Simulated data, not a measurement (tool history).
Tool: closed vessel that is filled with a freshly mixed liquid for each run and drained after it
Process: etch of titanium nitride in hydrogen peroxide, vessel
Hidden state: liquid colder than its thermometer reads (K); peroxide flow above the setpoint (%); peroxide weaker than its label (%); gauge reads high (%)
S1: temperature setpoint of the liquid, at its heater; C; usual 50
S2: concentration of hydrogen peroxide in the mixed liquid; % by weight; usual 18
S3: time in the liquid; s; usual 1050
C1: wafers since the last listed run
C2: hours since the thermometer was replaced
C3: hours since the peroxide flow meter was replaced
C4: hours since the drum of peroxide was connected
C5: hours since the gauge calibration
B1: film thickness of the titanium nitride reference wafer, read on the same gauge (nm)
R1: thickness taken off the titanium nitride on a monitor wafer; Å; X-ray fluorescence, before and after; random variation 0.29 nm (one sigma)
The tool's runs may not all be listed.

{"run": 1, "hour": 0.0, "S1": 57, "S2": 18, "S3": 1050, "C1": 0, "C2": 1673.6, "C3": 1403, "C4": 104.8, "C5": 488.8, "B1": 59.97, "R1": 589.6}
{"run": 2, "hour": 14.3, "S1": 57, "S2": 18, "S3": 1050, "C1": 461, "C2": 1687.9, "C3": 1417.3, "C4": 119.1, "C5": 503.1, "B1": 60.03, "R1": 576.2}
{"run": 3, "hour": 40.4, "S1": 57, "S2": 18, "S3": 1050, "C1": 842, "C2": 1714, "C3": 1443.4, "C4": 145.2, "C5": 529.2, "B1": 60.01, "R1": 588.2}
{"run": 4, "hour": 60.6, "S1": 50, "S2": 18, "S3": 1050, "C1": 651, "C2": 1734.2, "C3": 1463.6, "C4": 165.4, "C5": 549.4, "B1": 59.97, "R1": 352.6}
{"run": 5, "hour": 92.9, "S1": 50, "S2": 18, "S3": 1050, "C1": 1042, "C2": 1766.5, "C3": 1495.9, "C4": 197.7, "C5": 581.7, "B1": 59.99, "R1": 348.3}
{"run": 6, "hour": 155.5, "S1": 50, "S2": 18, "S3": 1050, "C1": 2020, "C2": 1829.1, "C3": 1558.5, "C4": 260.3, "C5": 644.3, "B1": 60, "R1": 348.3}
{"run": 7, "hour": 188.4, "S1": 50, "S2": 18, "S3": 1050, "C1": 1061, "C2": 1862, "C3": 1591.4, "C4": 293.2, "C5": 677.2, "B1": 59.98, "R1": 349.9}
{"run": 8, "hour": 200.7, "S1": 50, "S2": 18, "S3": 1050, "C1": 397, "C2": 1874.3, "C3": 1603.7, "C4": 305.5, "C5": 689.5, "B1": 59.99, "R1": 347.9}
{"run": 9, "hour": 231.4, "S1": 50, "S2": 18, "S3": 805, "C1": 990, "C2": 1905, "C3": 1634.4, "C4": 336.2, "C5": 720.2, "B1": 60, "R1": 264.9}
{"run": 10, "hour": 252.9, "S1": 50, "S2": 18, "S3": 1050, "C1": 693, "C2": 1926.5, "C3": 1655.9, "C4": 357.7, "C5": 741.7, "B1": 60, "R1": 345.8}
{"run": 11, "hour": 285.7, "S1": 50, "S2": 18, "S3": 1050, "C1": 1058, "C2": 1959.3, "C3": 1688.7, "C4": 390.5, "C5": 774.5, "B1": 60, "R1": 343}
{"hour": 312.5, "done": "new drum of peroxide connected"}
{"run": 12, "hour": 316.7, "S1": 50, "S2": 18, "S3": 1050, "C1": 968, "C2": 1990.3, "C3": 1719.7, "C4": 4.2, "C5": 805.5, "B1": 59.97, "R1": 349}
{"hour": 337.4, "done": "peroxide flow meter replaced"}
{"run": 13, "hour": 340.1, "S1": 50, "S2": 18, "S3": 1050, "C1": 722, "C2": 2013.7, "C3": 2.7, "C4": 27.6, "C5": 828.9, "B1": 60, "R1": 340.7}
{"hour": 343.2, "done": "gauge calibrated"}
{"run": 14, "hour": 367.2, "S1": 50, "S2": 18, "S3": 1050, "C1": 874, "C2": 2040.8, "C3": 29.8, "C4": 54.7, "C5": 24, "B1": 59.99, "R1": 341.9}
{"run": 15, "hour": 389.1, "S1": 50, "S2": 13.5, "S3": 1050, "C1": 706, "C2": 2062.7, "C3": 51.7, "C4": 76.6, "C5": 45.9, "B1": 60, "R1": 321.4}
{"hour": 418.8, "done": "thermometer replaced"}
{"run": 16, "hour": 424.0, "S1": 45, "S2": 12.5, "S3": 670, "C1": 1094, "C2": 5.2, "C3": 86.6, "C4": 111.5, "C5": 80.8, "B1": 60, "R1": 166.5}
{"run": 17, "hour": 437.7, "S1": 50, "S2": 18, "S3": 850, "C1": 442, "C2": 18.9, "C3": 100.3, "C4": 125.2, "C5": 94.5, "B1": 60.03, "R1": 325.9}
{"run": 18, "hour": 472.7, "S1": 58, "S2": 14.5, "S3": 700, "C1": 1129, "C2": 53.9, "C3": 135.3, "C4": 160.2, "C5": 129.5, "B1": 59.99, "R1": 451.2}
{"run": 19, "hour": 505.1, "S1": 44, "S2": 16, "S3": 1050, "C1": 1045, "C2": 86.3, "C3": 167.7, "C4": 192.6, "C5": 161.9, "B1": 60.04, "R1": 251.8}
{"run": 20, "hour": 535.6, "S1": 50, "S2": 18, "S3": 1050, "C1": 984, "C2": 116.8, "C3": 198.2, "C4": 223.1, "C5": 192.4, "B1": 59.98, "R1": 408.9}
{"run": 21, "hour": 557.6, "S1": 50, "S2": 18, "S3": 1050, "C1": 710, "C2": 138.8, "C3": 220.2, "C4": 245.1, "C5": 214.4, "B1": 60.01, "R1": 400.4}
{"run": 22, "hour": 583.0, "S1": 41.5, "S2": 20.5, "S3": 1050, "C1": 819, "C2": 164.2, "C3": 245.6, "C4": 270.5, "C5": 239.8, "B1": 60.02, "R1": 216.6}
{"run": 23, "hour": 611.8, "S1": 54, "S2": 13, "S3": 1555, "C1": 929, "C2": 193, "C3": 274.4, "C4": 299.3, "C5": 268.6, "B1": 59.98, "R1": 735.4}
{"run": 24, "hour": 635.9, "S1": 50, "S2": 21.5, "S3": 1050, "C1": 777, "C2": 217.1, "C3": 298.5, "C4": 323.4, "C5": 292.7, "B1": 59.97, "R1": 418.7}
{"run": 25, "hour": 653.1, "S1": 42, "S2": 21, "S3": 835, "C1": 555, "C2": 234.3, "C3": 315.7, "C4": 340.6, "C5": 309.9, "B1": 60.03, "R1": 180.8}

The tool's hidden state at each run:
peroxide flow above the setpoint (%): 0 in every run
peroxide weaker than its label (%): 0 in every run
gauge reads high (%): 0 in every run
H1: liquid colder than its thermometer reads (K)
run=1 H1=2.05
run=2 H1=2.07
run=3 H1=2.1
run=4 H1=2.12
run=5 H1=2.16
run=6 H1=2.24
run=7 H1=2.28
run=8 H1=2.29
run=9 H1=2.33
run=10 H1=2.35
run=11 H1=2.39
run=12 H1=2.43
run=13 H1=2.46
run=14 H1=2.49
run=15 H1=2.52
run=16 H1=0.21
run=17 H1=0.227
run=18 H1=0.269
run=19 H1=0.308
run=20 H1=0.345
run=21 H1=0.371
run=22 H1=0.402
run=23 H1=0.436
run=24 H1=0.465
run=25 H1=0.486

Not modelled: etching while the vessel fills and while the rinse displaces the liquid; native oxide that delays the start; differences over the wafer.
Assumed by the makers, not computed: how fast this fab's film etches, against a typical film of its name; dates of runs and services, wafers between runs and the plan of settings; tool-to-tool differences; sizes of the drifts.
